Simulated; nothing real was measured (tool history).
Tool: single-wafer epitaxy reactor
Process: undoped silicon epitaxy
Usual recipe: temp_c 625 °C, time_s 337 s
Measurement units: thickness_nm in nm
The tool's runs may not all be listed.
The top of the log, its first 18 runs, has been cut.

| run | hour | temp_c | time_s | wafers since the last listed run | hours since the last pyrometer calibration | hours since the gauge calibration | read-back reference wafer on the same gauge, thickness_nm | thickness_nm |
|---|---|---|---|---|---|---|---|---|
| 19 | 548.1 | 625 | 337 | 176 | 123.4 | 685.1 | 38.856 | 33.626 |
| 20 | 563 | 625 | 337 | 89 | 138.3 | 700 | 38.834 | 33.616 |
| 21 | 578 | 625 | 337 | 89 | 153.3 | 715 | 38.934 | 33.657 |
| 22 | 645.5 | 629 | 380 | 403 | 220.8 | 782.5 | 39 | 41.342 |
| 23 | 676.9 | 619 | 279 | 187 | 252.2 | 813.9 | 39.077 | 24.311 |
| 24 | 698.2 | 625 | 337 | 127 | 273.5 | 835.2 | 39.07 | 33.663 |
| 25 | 729.6 | 618 | 376 | 187 | 304.9 | 866.6 | 39.113 | 32.303 |
| 26 | 755.2 | 625 | 337 | 152 | 330.5 | 892.2 | 39.187 | 34.007 |
| 27 | 772.3 | 633 | 307 | 102 | 347.6 | 909.3 | 39.146 | 36.804 |
| 28 | 797.9 | 625 | 337 | 152 | 373.2 | 934.9 | 39.212 | 33.923 |
| 29 | 814 | 613 | 364 | 96 | 389.3 | 951 | 39.252 | 28.072 |
|  | 820 | gauge calibrated |
| 30 | 841.1 | 625 | 337 | 161 | 416.4 | 21.1 | 37.917 | 33.216 |
| 31 | 879 | 618 | 396 | 226 | 454.3 | 59 | 38.063 | 33.339 |
| 32 | 912.2 | 621 | 394 | 198 | 487.5 | 92.2 | 38.047 | 34.945 |
| 33 | 948.7 | 625 | 337 | 218 | 524 | 128.7 | 38.141 | 32.892 |
| 34 | 982.7 | 634 | 289 | 203 | 558 | 162.7 | 38.197 | 34.623 |
| 35 | 1004.7 | 637 | 291 | 131 | 580 | 184.7 | 38.185 | 37.051 |
| 36 | 1027.8 | 621 | 390 | 137 | 603.1 | 207.8 | 38.201 | 35.27 |
| 37 | 1112.3 | 614 | 379 | 504 | 687.6 | 292.3 | 38.34 | 29.446 |
| 38 | 1125.4 | 634 | 367 | 78 | 700.7 | 305.4 | 38.358 | 43.972 |
| 39 | 1143.7 | 625 | 337 | 109 | 719 | 323.7 | 38.467 | 33.348 |
| 40 | 1173.7 | 625 | 391 | 179 | 749 | 353.7 | 38.44 | 38.222 |
| 41 | 1196.5 | 625 | 337 | 136 | 771.8 | 376.5 | 38.391 | 33.349 |

Forecast each of these 3 alternatives for the next run:
| A | 1197 | 625 | 384 | 2 | 772.3 | 377 | ? | ? |
| B | 1197 | 630 | 318 | 2 | 772.3 | 377 | ? | ? |
| C | 1197 | 625 | 289 | 2 | 772.3 | 377 | ? | ? |

| run | read-back reference wafer on the same gauge, thickness_nm | thickness_nm |
|---|---|---|
| A | 38.45 | 38.08 |
| B | 38.45 | 35.146 |
| C | 38.45 | 28.659 |
The same runs, with their run-to-run variation unchanged, on a tool lacking any hidden condition would have given:
| run | thickness_nm |
|---|---|
| A | 37.516 |
| B | 34.626 |
| C | 28.235 |

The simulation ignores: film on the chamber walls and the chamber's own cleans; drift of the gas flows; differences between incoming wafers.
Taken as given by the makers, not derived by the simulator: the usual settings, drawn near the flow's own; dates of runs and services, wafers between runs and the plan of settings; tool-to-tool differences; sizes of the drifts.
